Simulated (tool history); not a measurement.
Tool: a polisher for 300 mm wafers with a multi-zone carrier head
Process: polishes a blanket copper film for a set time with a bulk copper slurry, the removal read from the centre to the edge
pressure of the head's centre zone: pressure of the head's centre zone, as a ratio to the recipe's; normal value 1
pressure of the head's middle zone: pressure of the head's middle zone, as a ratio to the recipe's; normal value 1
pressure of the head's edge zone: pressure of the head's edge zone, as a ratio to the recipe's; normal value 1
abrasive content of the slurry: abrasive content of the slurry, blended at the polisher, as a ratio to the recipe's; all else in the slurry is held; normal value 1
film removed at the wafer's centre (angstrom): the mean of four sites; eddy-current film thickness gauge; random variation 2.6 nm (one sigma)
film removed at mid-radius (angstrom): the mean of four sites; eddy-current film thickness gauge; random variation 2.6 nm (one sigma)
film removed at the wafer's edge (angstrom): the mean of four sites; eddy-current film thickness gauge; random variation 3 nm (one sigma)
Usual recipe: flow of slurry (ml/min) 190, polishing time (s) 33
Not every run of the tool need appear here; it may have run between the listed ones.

run	day	flow of slurry (ml/min)	pressure of the head's centre zone	pressure of the head's middle zone	pressure of the head's edge zone	abrasive content of the slurry	polishing time (s)	wafers since the last listed run	wafers polished on this pad	hours since the slurry nozzle was cleaned	hours since the centre zone pressure was calibrated	hours since the edge zone pressure was calibrated	hours since the carrier head's membrane was replaced	incoming thickness of the incoming film, nm	film removed at the wafer's centre (angstrom)	film removed at mid-radius (angstrom)	film removed at the wafer's edge (angstrom)
1	0	190	1	1	1	1	33	0	182	545.6	184	1005.3	520.9	2343.4	2025	2124	2039
2	0.596	190	1	1	1	1	33	109	292	559.9	198.3	1019.6	535.2	2355.8	2062	2106	2057
3	1.1	190	1	1	1	1	33	92	385	572	210.4	1031.7	547.3	2309.1	2016	2104	2025
4	1.746	190	1	1	1	1	33	118	503	587.5	225.9	1047.2	562.8	2349.5	2006	2059	2087
5	2.362	190	1	1	1	1	33	113	617	602.3	240.7	1062	577.6	2304	1984	2097	2091
6	3.083	230	1	1	1	1	33	132	749	619.6	258	1079.3	594.9	2310.6	2102	2199	2087
# day 3.667: worn pad replaced by a new one
7	3.688	230	1	1	1	1	33	80	4	634.1	272.5	1093.8	609.4	2320.9	2035	2125	2143
8	4.171	190	1	1	1	1	33	88	92	645.7	284.1	1105.4	621	2317.4	1973	2087	2052
9	4.433	190	1	1	1	1	33	48	141	652	290.4	1111.7	627.3	2309.7	1965	2015	2051
10	5.175	190	1	1	1	1	33	136	277	669.8	308.2	1129.5	645.1	2305.7	1967	2035	2042
11	5.875	190	1.1	0.92	1.04	1	33	128	406	686.6	325	1146.3	661.9	2335.9	2120	1877	2095
12	6.492	190	1	1	1	1	33	113	519	701.4	339.8	1161.1	676.7	2369.2	1933	2053	2048
# day 6.975: centre zone pressure recalibrated
13	7.104	190	1	1	1	1	33	97	616	716.1	3.1	1175.8	691.4	2340.2	1930	2014	2025
# day 7.554: slurry nozzle cleaned
# day 7.629: carrier head's membrane replaced by a new one, of another model than before
# day 8.283: worn pad replaced by a new one
14	8.304	190	1.06	1	1	1.3	33	168	4	18	31.9	1204.6	16.2	2311.6	2366	2264	2228
# day 8.742: edge zone pressure recalibrated
15	8.954	190	1	1	1.05	1	33	104	108	33.6	47.5	5.1	31.8	2312.2	2218	2262	2224
16	9.5	190	1.07	0.94	1.06	1	33	100	208	46.7	60.6	18.2	44.9	2314.5	2302	2165	2268
17	9.971	190	1.06	1.05	1	1.1	38	86	295	58	71.9	29.5	56.2	2335.6	2667	2605	2518
18	10.333	220	1.09	1	1	1	33	66	361	66.7	80.6	38.2	64.9	2322.1	2420	2232	2190
19	10.958	230	1.09	1	1.06	1.15	33	114	476	81.7	95.6	53.2	79.9	2303.3	2507	2373	2313

Below are 4 alternative next runs, each starting from the tool's condition after run 19. Predict each:
A	10.975	190	1	1	1	1	33	3	479	82.1	96	53.6	80.3	2336.4	?	?	?
B	10.975	190	1	0.9	1	1	23	3	479	82.1	96	53.6	80.3	2336.4	?	?	?
C	10.975	190	1	1	1.09	1	33	3	479	82.1	96	53.6	80.3	2336.4	?	?	?
D	10.975	230	0.96	1	1	1	38	3	479	82.1	96	53.6	80.3	2336.4	?	?	?

run	film removed at the wafer's centre (angstrom)	film removed at mid-radius (angstrom)	film removed at the wafer's edge (angstrom)
A	2142	2203	2124
B	1492	1477	1481
C	2142	2203	2262
D	2438	2616	2502
The same runs, with their run-to-run variation unchanged, on a tool lacking any hidden condition would have given:
run	film removed at the wafer's centre (angstrom)	film removed at mid-radius (angstrom)	film removed at the wafer's edge (angstrom)
A	2162	2222	2138
B	1506	1490	1491
C	2162	2221	2277
D	2457	2634	2515
